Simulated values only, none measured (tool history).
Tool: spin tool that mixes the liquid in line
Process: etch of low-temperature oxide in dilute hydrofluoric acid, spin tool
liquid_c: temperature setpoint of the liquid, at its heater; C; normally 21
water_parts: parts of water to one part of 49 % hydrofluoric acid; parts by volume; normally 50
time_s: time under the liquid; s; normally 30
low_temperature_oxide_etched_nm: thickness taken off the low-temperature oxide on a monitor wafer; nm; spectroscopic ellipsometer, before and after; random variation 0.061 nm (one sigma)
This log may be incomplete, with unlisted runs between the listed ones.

run	hour	liquid_c	water_parts	time_s	wafers since the last listed run	hours since the thermometer was replaced	hours since the hydrofluoric acid flow meter was replaced	hours since the gauge calibration	read-back film thickness of the low-temperature oxide reference wafer, read on the same gauge (nm)	low_temperature_oxide_etched_nm
1	0	21	50	30	0	1260.4	168.3	343.4	150.02	6.94
2	12.5	21	50	30	205	1272.9	180.8	355.9	149.99	6.93
3	28.6	21	50	30	265	1289	196.9	372	149.96	6.92
4	54	25	50	30	418	1314.4	222.3	397.4	149.99	8.18
5	105.4	25	50	30	846	1365.8	273.7	448.8	150.02	8.17
6	121.9	21	40	30	271	1382.3	290.2	465.3	149.98	8.89
7	150.4	21	40	30	469	1410.8	318.7	493.8	150.02	8.82
8	167.6	21	40	30	283	1428	335.9	511	150.01	8.79
9	202.3	21	50	30	571	1462.7	370.6	545.7	149.99	6.87
10	230.7	21	50	30	467	1491.1	399	574.1	149.96	6.93
11	245.4	21	30	30	242	1505.8	413.7	588.8	150	11.84
12	268.8	21	30	30	385	1529.2	437.1	612.2	150	11.81
13	286.9	21	30	30	297	1547.3	455.2	630.3	150.03	11.87
14	315.8	21	50	30	475	1576.2	484.1	659.2	150	7.07
# hour 322.8: thermometer replaced
15	356.9	19	70	30	660	34.1	525.2	700.3	150.02	4.46
16	371.2	17	25	20	235	48.4	539.5	714.6	150	8.02
17	395.9	19.5	25	20	406	73.1	564.2	739.3	150.02	9.01
18	431.4	18.5	65	20	584	108.6	599.7	774.8	149.98	3.17
# hour 459.1: gauge calibrated
# hour 462.2: hydrofluoric acid flow meter replaced
19	524.3	21	50	30	1513	201.5	62.1	65.2	150.02	7.07
20	540.6	25.5	50	30	268	217.8	78.4	81.5	150	8.36
21	572.7	18.5	75	45	528	249.9	110.5	113.6	150	6.1
22	589.6	19.5	60	40	278	266.8	127.4	130.5	150.01	7.17
23	621.2	21	50	30	520	298.4	159	162.1	150.03	6.94
24	647.6	23.5	30	20	434	324.8	185.4	188.5	149.98	8.81
25	671.4	17	50	15	391	348.6	209.2	212.3	150.01	2.93
26	684.3	21	50	30	212	361.5	222.1	225.2	150.03	7.02
27	708.8	21	50	30	403	386	246.6	249.7	150.01	6.84

3 ways to go on from here, each from the tool as it stands after run 27. What would each give?
A	709.2	21	50	30	6	386.4	247	250.1	?	?
B	709.2	25.5	60	40	6	386.4	247	250.1	?	?
C	709.2	17.5	35	35	6	386.4	247	250.1	?	?

run	read-back film thickness of the low-temperature oxide reference wafer, read on the same gauge (nm)	low_temperature_oxide_etched_nm
A	150	7.09
B	150	9.36
C	150	10.35
What these runs would have given with no unlogged condition in the tool:
run	low_temperature_oxide_etched_nm
A	7.09
B	9.36
C	10.35
